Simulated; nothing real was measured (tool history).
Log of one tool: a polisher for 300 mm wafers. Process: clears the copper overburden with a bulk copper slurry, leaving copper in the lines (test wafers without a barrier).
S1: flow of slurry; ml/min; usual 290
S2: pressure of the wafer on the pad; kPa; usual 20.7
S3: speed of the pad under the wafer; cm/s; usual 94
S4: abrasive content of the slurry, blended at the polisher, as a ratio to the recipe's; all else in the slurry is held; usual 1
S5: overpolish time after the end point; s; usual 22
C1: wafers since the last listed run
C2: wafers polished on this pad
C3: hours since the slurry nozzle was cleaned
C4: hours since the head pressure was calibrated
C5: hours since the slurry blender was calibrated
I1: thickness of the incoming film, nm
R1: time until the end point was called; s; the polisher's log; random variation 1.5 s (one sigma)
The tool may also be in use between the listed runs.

Run 1, day 0: usual settings; C1 0; C2 359; C3 1.4; C4 1168.6; C5 37.8; I1 725.1. Result: R1 89.1 s.
Run 2, day 1.433: usual settings; C1 345; C2 705; C3 35.8; C4 1203; C5 72.2; I1 753.3. Result: R1 91.4 s.
At day 1.788: worn pad replaced by a new one.
Run 3, day 2.208: usual settings; C1 146; C2 101; C3 54.4; C4 1221.6; C5 90.8; I1 745.8. Result: R1 92.7 s.
Run 4, day 3.275: usual settings but S5 32 s; C1 257; C2 358; C3 80; C4 1247.2; C5 116.4; I1 738.7. Result: R1 92.1 s.
At day 4.279: slurry blender recalibrated.
Run 5, day 4.404: usual settings but S5 32 s; C1 252; C2 610; C3 107.1; C4 1274.3; C5 3; I1 730.9. Result: R1 90.9 s.
Run 6, day 5.121: usual settings but S1 350 ml/min; C1 172; C2 782; C3 124.3; C4 1291.5; C5 20.2; I1 737.2. Result: R1 93.7 s.
At day 5.842: worn pad replaced by a new one.
Run 7, day 9.117: usual settings but S1 350 ml/min; C1 922; C2 789; C3 220.2; C4 1387.4; C5 116.1; I1 742.3. Result: R1 93.6 s.
At day 9.592: worn pad replaced by a new one, of another model than before.
At day 9.638: slurry blender recalibrated.
At day 10.138: slurry nozzle cleaned.
Run 8, day 10.171: usual settings but S1 350 ml/min; C1 192; C2 118; C3 0.8; C4 1412.7; C5 12.8; I1 737.2. Result: R1 87.9 s.
Run 9, day 10.938: usual settings but S1 210 ml/min, S2 27.6 kPa, S3 68 cm/s; C1 184; C2 302; C3 19.2; C4 1431.1; C5 31.2; I1 745. Result: R1 99.5 s.
Run 10, day 11.588: usual settings but S1 375 ml/min, S4 1.15, S5 17 s; C1 156; C2 459; C3 34.8; C4 1446.7; C5 46.8; I1 735.1. Result: R1 86.1 s.
At day 11.954: head pressure recalibrated.
At day 12.842: worn pad replaced by a new one.
Run 11, day 12.862: usual settings but S2 27.6 kPa, S3 110 cm/s, S4 0.7; C1 247; C2 5; C3 65.4; C4 21.8; C5 77.4; I1 742.8. Result: R1 80.2 s.
Run 12, day 13.988: usual settings but S3 112 cm/s; C1 271; C2 276; C3 92.4; C4 48.8; C5 104.4; I1 737.9. Result: R1 86.9 s.

Forecast run 13:
At day 15.188: slurry blender recalibrated.
Run 13, day 15.254: usual settings but S2 17.9 kPa, S3 76 cm/s; C1 285; C2 561; C3 122.8; C4 79.2; C5 1.6; I1 746.5. Result: R1 ?.

R1: 129.3 s
Without the tool's hidden state the same run would have given R1 114.7 s.
